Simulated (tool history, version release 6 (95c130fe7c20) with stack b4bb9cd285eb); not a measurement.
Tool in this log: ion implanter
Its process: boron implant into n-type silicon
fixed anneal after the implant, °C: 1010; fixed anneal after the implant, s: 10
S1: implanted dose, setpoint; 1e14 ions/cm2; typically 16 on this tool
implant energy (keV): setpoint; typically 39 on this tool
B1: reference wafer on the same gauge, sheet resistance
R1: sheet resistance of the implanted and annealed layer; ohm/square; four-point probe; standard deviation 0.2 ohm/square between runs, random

{"run": 1, "hour": 0.0, "S1": 16, "implant energy (keV)": 42.5, "B1": 92.42, "R1": 78.87}
{"run": 2, "hour": 68.9, "S1": 16, "implant energy (keV)": 39, "B1": 92.53, "R1": 79.62}
{"run": 3, "hour": 128.9, "S1": 16, "implant energy (keV)": 39, "B1": 92.61, "R1": 79.28}
{"run": 4, "hour": 222.7, "S1": 16, "implant energy (keV)": 39, "B1": 92.49, "R1": 79.13}
{"run": 5, "hour": 260.4, "S1": 16, "implant energy (keV)": 39, "B1": 92.48, "R1": 79.03}
{"hour": 291.0, "done": "gauge calibrated"}
{"run": 6, "hour": 352.3, "S1": 16, "implant energy (keV)": 46.5, "B1": 92.5, "R1": 78.13}
{"run": 7, "hour": 395.3, "S1": 16, "implant energy (keV)": 46.5, "B1": 92.59, "R1": 77.94}
{"run": 8, "hour": 467.8, "S1": 16, "implant energy (keV)": 39, "B1": 92.46, "R1": 79.18}
{"run": 9, "hour": 571.2, "S1": 16, "implant energy (keV)": 39, "B1": 92.54, "R1": 78.84}
{"run": 10, "hour": 669.0, "S1": 18.96, "implant energy (keV)": 34.5, "B1": 92.54, "R1": 70.15}
{"hour": 685.4, "done": "extraction supply calibrated"}
{"run": 11, "hour": 760.4, "S1": 18.96, "implant energy (keV)": 34.5, "B1": 92.5, "R1": 70.13}
{"run": 12, "hour": 820.7, "S1": 16, "implant energy (keV)": 39, "B1": 92.41, "R1": 78.12}
{"run": 13, "hour": 918.2, "S1": 16, "implant energy (keV)": 39, "B1": 92.53, "R1": 77.94}
{"run": 14, "hour": 956.7, "S1": 16, "implant energy (keV)": 39, "B1": 92.43, "R1": 78}
{"hour": 996.5, "done": "Faraday cup replaced and dose calibrated"}
{"run": 15, "hour": 1058.8, "S1": 14.1, "implant energy (keV)": 50, "B1": 92.43, "R1": 88.8}
{"run": 16, "hour": 1111.5, "S1": 13.29, "implant energy (keV)": 32, "B1": 92.56, "R1": 94.98}
{"run": 17, "hour": 1264.9, "S1": 20.52, "implant energy (keV)": 35, "B1": 92.6, "R1": 68.32}
{"run": 18, "hour": 1372.3, "S1": 18.71, "implant energy (keV)": 46.5, "B1": 92.56, "R1": 70.67}
{"run": 19, "hour": 1455.8, "S1": 17.81, "implant energy (keV)": 45.5, "B1": 92.56, "R1": 73.27}
{"hour": 1458.3, "done": "gauge calibrated"}
{"run": 20, "hour": 1555.0, "S1": 16, "implant energy (keV)": 39, "B1": 92.46, "R1": 80.29}
{"run": 21, "hour": 1654.2, "S1": 13.7, "implant energy (keV)": 52.5, "B1": 92.62, "R1": 88.79}
{"run": 22, "hour": 1706.4, "S1": 16, "implant energy (keV)": 39, "B1": 92.59, "R1": 80.13}
{"run": 23, "hour": 1755.6, "S1": 16, "implant energy (keV)": 39, "B1": 92.47, "R1": 79.96}
{"run": 24, "hour": 1795.2, "S1": 20.01, "implant energy (keV)": 50.5, "B1": 92.36, "R1": 66.3}
{"run": 25, "hour": 1846.1, "S1": 17.91, "implant energy (keV)": 39, "B1": 92.52, "R1": 73.36}
{"run": 26, "hour": 1946.7, "S1": 19.69, "implant energy (keV)": 31, "B1": 92.42, "R1": 70.7}
{"run": 27, "hour": 2035.7, "S1": 16, "implant energy (keV)": 39, "B1": 92.64, "R1": 79.5}
{"run": 28, "hour": 2077.4, "S1": 16, "implant energy (keV)": 39, "B1": 92.41, "R1": 79.36}
{"run": 29, "hour": 2136.5, "S1": 12.58, "implant energy (keV)": 30, "B1": 92.47, "R1": 97.17}

3 ways to go on from here, each from the tool as it stands after run 29. What would each give?
{"run": "A", "hour": 2136.9, "S1": 19.07, "implant energy (keV)": 39, "B1": "?", "R1": "?"}
{"run": "B", "hour": 2136.9, "S1": 12.76, "implant energy (keV)": 35.5, "B1": "?", "R1": "?"}
{"run": "C", "hour": 2136.9, "S1": 12.89, "implant energy (keV)": 32, "B1": "?", "R1": "?"}

run=A B1=92.48 R1=69.76
run=B B1=92.48 R1=94.98
run=C B1=92.48 R1=94.8
What these runs would have given with no unlogged condition in the tool:
run=A R1=71.16
run=B R1=97.07
run=C R1=96.86

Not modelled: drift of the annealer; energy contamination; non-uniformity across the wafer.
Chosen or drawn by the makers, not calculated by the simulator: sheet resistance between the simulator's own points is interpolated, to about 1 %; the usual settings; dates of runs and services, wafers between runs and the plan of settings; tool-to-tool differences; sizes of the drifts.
